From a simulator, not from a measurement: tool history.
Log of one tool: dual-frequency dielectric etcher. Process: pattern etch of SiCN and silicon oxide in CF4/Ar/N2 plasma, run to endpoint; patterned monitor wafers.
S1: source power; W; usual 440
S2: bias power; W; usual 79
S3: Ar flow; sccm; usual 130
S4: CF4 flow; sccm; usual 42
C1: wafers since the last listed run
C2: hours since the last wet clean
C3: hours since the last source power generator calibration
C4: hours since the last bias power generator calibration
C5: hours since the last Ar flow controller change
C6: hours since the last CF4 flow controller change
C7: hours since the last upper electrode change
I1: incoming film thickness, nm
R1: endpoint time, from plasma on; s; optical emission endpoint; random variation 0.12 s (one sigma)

run,day,S1,S2,S3,S4,C1,C2,C3,C4,C5,C6,C7,I1,R1
1,0,440,79,116,42,0,0.5,2451.5,3450.6,5558.9,1853.3,3158.6,11.81,14.9
2,0.012,440,79,130,42,5,0.8,2451.8,3450.9,5559.2,1853.6,3158.9,11.98,15.5
3,0.267,440,79,130,42,112,6.9,2457.9,3457,5565.3,1859.7,3165,11.92,15.3
4,0.542,440,79,130,42,121,13.5,2464.5,3463.6,5571.9,1866.3,3171.6,11.91,15.6
5,0.892,440,79,119,42,154,21.9,2472.9,3472,5580.3,1874.7,3180,11.88,15.3
6,1.388,440,79,130,49,219,33.8,2484.8,3483.9,5592.2,1886.6,3191.9,11.86,15.1
7,1.642,440,79,130,49,112,39.9,2490.9,3490,5598.3,1892.7,3198,11.94,15.2
8,2.338,440,94,130,42,307,56.6,2507.6,3506.7,5615,1909.4,3214.7,11.84,14.5
9,2.629,440,79,151,42,128,63.6,2514.6,3513.7,5622,1916.4,3221.7,11.89,15.7
10,3.158,440,79,130,37,233,76.3,2527.3,3526.4,5634.7,1929.1,3234.4,11.91,15.5
11,3.75,440,79,116,42,261,90.5,2541.5,3540.6,5648.9,1943.3,3248.6,11.91,15.1
12,4.117,330,79,109,42,162,99.3,2550.3,3549.4,5657.7,1952.1,3257.4,11.87,17.7
# day 4.7: Ar flow controller replaced
13,4.842,440,79,147,34,209,116.7,2567.7,3566.8,3.4,1969.5,3274.8,11.94,16.1

The next listed run, before its measurement:
14,5.112,440,79,130,48,119,123.2,2574.2,3573.3,9.9,1976,3281.3,11.85,?

R1: 14.8 s
Without the tool's hidden state the same run would have given R1 14.8 s.

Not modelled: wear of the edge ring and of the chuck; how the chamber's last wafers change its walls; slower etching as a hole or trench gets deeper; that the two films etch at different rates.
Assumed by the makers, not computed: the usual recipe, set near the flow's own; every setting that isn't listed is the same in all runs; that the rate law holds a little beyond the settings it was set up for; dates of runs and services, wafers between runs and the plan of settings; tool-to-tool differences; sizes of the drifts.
